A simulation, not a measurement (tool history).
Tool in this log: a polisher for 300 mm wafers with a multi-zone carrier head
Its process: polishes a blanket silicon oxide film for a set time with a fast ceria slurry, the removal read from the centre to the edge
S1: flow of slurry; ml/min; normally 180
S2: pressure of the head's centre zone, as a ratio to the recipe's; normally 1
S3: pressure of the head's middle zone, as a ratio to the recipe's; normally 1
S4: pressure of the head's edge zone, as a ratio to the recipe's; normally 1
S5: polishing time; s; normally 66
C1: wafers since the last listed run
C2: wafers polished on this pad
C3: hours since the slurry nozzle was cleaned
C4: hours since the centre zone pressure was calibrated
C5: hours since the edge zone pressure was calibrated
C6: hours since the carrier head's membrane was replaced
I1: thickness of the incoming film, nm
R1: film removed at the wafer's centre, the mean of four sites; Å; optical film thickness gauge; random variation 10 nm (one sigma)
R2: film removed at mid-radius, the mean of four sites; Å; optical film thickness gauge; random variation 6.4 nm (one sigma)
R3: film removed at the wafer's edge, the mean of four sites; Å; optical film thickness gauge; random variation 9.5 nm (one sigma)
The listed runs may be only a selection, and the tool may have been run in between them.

| run | hour | S1 | S2 | S3 | S4 | S5 | C1 | C2 | C3 | C4 | C5 | C6 | I1 | R1 | R2 | R3 |
|---|---|---|---|---|---|---|---|---|---|---|---|---|---|---|---|---|
| 1 | 0 | 180 | 1 | 1 | 1 | 66 | 0 | 460 | 155.7 | 1281 | 1210.4 | 972.9 | 3464.9 | 7989 | 7787 | 8166 |
| 2 | 16 | 180 | 1 | 1 | 1 | 66 | 199 | 660 | 171.7 | 1297 | 1226.4 | 988.9 | 3457.2 | 8017 | 7794 | 8061 |
| 3 | 28.1 | 180 | 1 | 1 | 1 | 66 | 151 | 811 | 183.8 | 1309.1 | 1238.5 | 1001 | 3470 | 7762 | 7737 | 8006 |
| 4 | 41.5 | 160 | 1 | 1 | 1 | 66 | 167 | 978 | 197.2 | 1322.5 | 1251.9 | 1014.4 | 3408.9 | 7823 | 7682 | 7817 |
| 5 | 55.7 | 180 | 1 | 1 | 0.97 | 66 | 177 | 1156 | 211.4 | 1336.7 | 1266.1 | 1028.6 | 3442.3 | 8015 | 7692 | 7906 |
|  | 67.9 | worn pad replaced by a new one |
| 6 | 69.5 | 180 | 1 | 1 | 0.97 | 66 | 122 | 19 | 225.2 | 1350.5 | 1279.9 | 1042.4 | 3470.9 | 7856 | 7620 | 7876 |
| 7 | 77.5 | 180 | 1 | 1 | 0.97 | 66 | 99 | 119 | 233.2 | 1358.5 | 1287.9 | 1050.4 | 3425.7 | 7911 | 7698 | 7732 |
|  | 88.1 | edge zone pressure recalibrated |
| 8 | 92.7 | 180 | 1 | 1 | 1 | 66 | 164 | 284 | 248.4 | 1373.7 | 4.6 | 1065.6 | 3423 | 7958 | 7668 | 7966 |
|  | 94.8 | centre zone pressure recalibrated |
| 9 | 108.5 | 180 | 1 | 1 | 1 | 66 | 172 | 457 | 264.2 | 13.7 | 20.4 | 1081.4 | 3462.7 | 7732 | 7605 | 7839 |
| 10 | 114.7 | 180 | 1 | 1 | 1 | 66 | 77 | 534 | 270.4 | 19.9 | 26.6 | 1087.6 | 3467.7 | 7692 | 7518 | 7772 |
|  | 127 | slurry nozzle cleaned |
| 11 | 131.8 | 180 | 1 | 1 | 1 | 66 | 201 | 735 | 4.8 | 37 | 43.7 | 1104.7 | 3489.1 | 8406 | 7995 | 8171 |
| 12 | 141.8 | 180 | 1 | 1 | 1 | 66 | 124 | 860 | 14.8 | 47 | 53.7 | 1114.7 | 3502.7 | 8196 | 8059 | 8350 |
| 13 | 156.6 | 140 | 0.94 | 0.94 | 1.03 | 66 | 184 | 1045 | 29.6 | 61.8 | 68.5 | 1129.5 | 3528.1 | 7599 | 7489 | 8129 |
| 14 | 165.3 | 180 | 1 | 1 | 1.09 | 66 | 108 | 1154 | 38.3 | 70.5 | 77.2 | 1138.2 | 3475.7 | 8277 | 8132 | 8514 |
|  | 172.5 | carrier head's membrane replaced by a new one |
|  | 174.8 | worn pad replaced by a new one |
| 15 | 179.2 | 235 | 0.89 | 0.95 | 1 | 66 | 83 | 55 | 52.2 | 84.4 | 91.1 | 6.7 | 3522 | 7622 | 7971 | 8318 |
| 16 | 223.5 | 125 | 1 | 0.93 | 1 | 81 | 553 | 608 | 96.5 | 128.7 | 135.4 | 51 | 3458.6 | 9457 | 8780 | 9582 |
| 17 | 232.9 | 180 | 1 | 1 | 1 | 66 | 117 | 726 | 105.9 | 138.1 | 144.8 | 60.4 | 3493 | 8232 | 7955 | 8217 |
| 18 | 242.4 | 180 | 1 | 1 | 1 | 66 | 118 | 845 | 115.4 | 147.6 | 154.3 | 69.9 | 3476.2 | 7983 | 7795 | 8167 |
| 19 | 260.3 | 180 | 1 | 1 | 1.12 | 66 | 223 | 1068 | 133.3 | 165.5 | 172.2 | 87.8 | 3426.2 | 8241 | 7813 | 8525 |
| 20 | 276.2 | 180 | 1 | 0.88 | 1 | 66 | 198 | 1267 | 149.2 | 181.4 | 188.1 | 103.7 | 3475.5 | 8116 | 6986 | 7803 |

Branching from run 20: 4 alternative next runs. What would each branch give?
| A | 276.6 | 180 | 1 | 1 | 1 | 66 | 4 | 1272 | 149.6 | 181.8 | 188.5 | 104.1 | 3431.3 | ? | ? | ? |
| B | 276.6 | 180 | 1 | 1.11 | 1 | 66 | 4 | 1272 | 149.6 | 181.8 | 188.5 | 104.1 | 3431.3 | ? | ? | ? |
| C | 276.6 | 180 | 1 | 0.88 | 0.95 | 66 | 4 | 1272 | 149.6 | 181.8 | 188.5 | 104.1 | 3431.3 | ? | ? | ? |
| D | 276.6 | 215 | 1 | 1 | 1 | 66 | 4 | 1272 | 149.6 | 181.8 | 188.5 | 104.1 | 3431.3 | ? | ? | ? |

| run | R1 | R2 | R3 |
|---|---|---|---|
| A | 7976 | 7773 | 8051 |
| B | 7982 | 8426 | 8040 |
| C | 7970 | 7062 | 7867 |
| D | 8182 | 7951 | 8183 |
Without the tool's unlogged condition, the same runs would have read:
| run | R1 | R2 | R3 |
|---|---|---|---|
| A | 8282 | 8038 | 8248 |
| B | 8288 | 8712 | 8237 |
| C | 8276 | 7302 | 8061 |
| D | 8459 | 8190 | 8364 |
